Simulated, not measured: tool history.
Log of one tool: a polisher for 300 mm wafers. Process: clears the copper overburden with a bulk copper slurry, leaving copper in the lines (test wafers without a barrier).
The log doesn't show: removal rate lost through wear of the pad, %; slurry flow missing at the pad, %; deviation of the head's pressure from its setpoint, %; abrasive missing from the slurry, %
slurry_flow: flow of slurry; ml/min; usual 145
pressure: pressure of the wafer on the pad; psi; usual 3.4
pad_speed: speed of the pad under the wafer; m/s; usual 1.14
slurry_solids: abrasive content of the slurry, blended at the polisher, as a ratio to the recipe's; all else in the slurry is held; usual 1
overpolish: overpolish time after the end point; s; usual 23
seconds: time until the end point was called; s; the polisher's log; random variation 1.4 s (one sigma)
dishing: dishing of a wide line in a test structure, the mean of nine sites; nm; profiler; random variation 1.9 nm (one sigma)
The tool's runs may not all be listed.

run	hour	slurry_flow	pressure	pad_speed	slurry_solids	overpolish	wafers since the last listed run	wafers polished on this pad	hours since the slurry nozzle was cleaned	hours since the head pressure was calibrated	hours since the slurry blender was calibrated	incoming thickness of the incoming film, nm	seconds	dishing
1	0	145	3.4	0.92	1	23	0	707	166.6	167	112.2	1191.6	156.9	70.5
# hour 7.8: worn pad replaced by a new one
2	21.1	145	3.4	0.92	1	23	183	142	187.7	188.1	133.3	1176.8	158.9	72.6
3	40.6	145	3.4	1.14	1	16	208	351	207.2	207.6	152.8	1190.3	131.7	66.5
# hour 93.7: worn pad replaced by a new one
4	135.3	145	3.4	1.14	1	16	972	445	301.9	302.3	247.5	1189.1	139.2	63.2
# hour 139.3: slurry blender recalibrated
5	151.4	145	3.4	1.14	1	16	151	596	318	318.4	12.1	1187	153.8	61.3
# hour 154: slurry nozzle cleaned
# hour 163.6: worn pad replaced by a new one
6	184.2	115	3.4	1.14	1	23	297	220	30.2	351.2	44.9	1178.7	161.5	67.9
# hour 239.2: slurry blender recalibrated, repeated, since the last time left the tool worse
# hour 248.3: worn pad replaced by a new one
7	250.3	115	3.4	1.14	1	23	644	20	96.3	417.3	11.1	1190.2	132.1	75.4
8	273.8	185	4.3	1.14	1	9	251	272	119.8	440.8	34.6	1173.7	97.7	57.2
# hour 287.9: head pressure recalibrated
9	288.4	145	3.4	0.92	1	23	135	407	134.4	0.5	49.2	1209.8	160.7	67.9
10	306.6	185	3.9	1	1.25	23	195	602	152.6	18.7	67.4	1185.3	114.4	76.2
11	324.9	145	3.9	1.14	1.15	23	196	799	170.9	37	85.7	1204.8	110.5	78.5
# hour 333.9: worn pad replaced by a new one
12	337.6	185	3.4	1.14	1	18	93	39	183.6	49.7	98.4	1202.6	126.3	70.2
13	350	110	4	1.14	1	23	132	172	196	62.1	110.8	1195.3	119	76.3
14	381.5	145	3.4	1.14	1	23	337	509	227.5	93.6	142.3	1206.3	130.7	75.1
15	402.3	145	4	0.88	0.75	13	222	732	248.3	114.4	163.1	1164.3	158.7	53.3

Forecast each of these 3 alternatives for the next run:
A	402.8	145	3.4	1.14	1	23	5	737	248.8	114.9	163.6	1182.3	?	?
B	402.8	145	3.4	1.14	1	36	5	737	248.8	114.9	163.6	1182.3	?	?
C	402.8	145	3.4	1.14	0.75	23	5	737	248.8	114.9	163.6	1182.3	?	?

run	seconds	dishing
A	130.5	72.3
B	130.5	79.4
C	144.1	70.1
Without the tool's hidden state the same runs would have given:
run	seconds	dishing
A	124.9	73.2
B	124.9	79.9
C	138.3	71.1

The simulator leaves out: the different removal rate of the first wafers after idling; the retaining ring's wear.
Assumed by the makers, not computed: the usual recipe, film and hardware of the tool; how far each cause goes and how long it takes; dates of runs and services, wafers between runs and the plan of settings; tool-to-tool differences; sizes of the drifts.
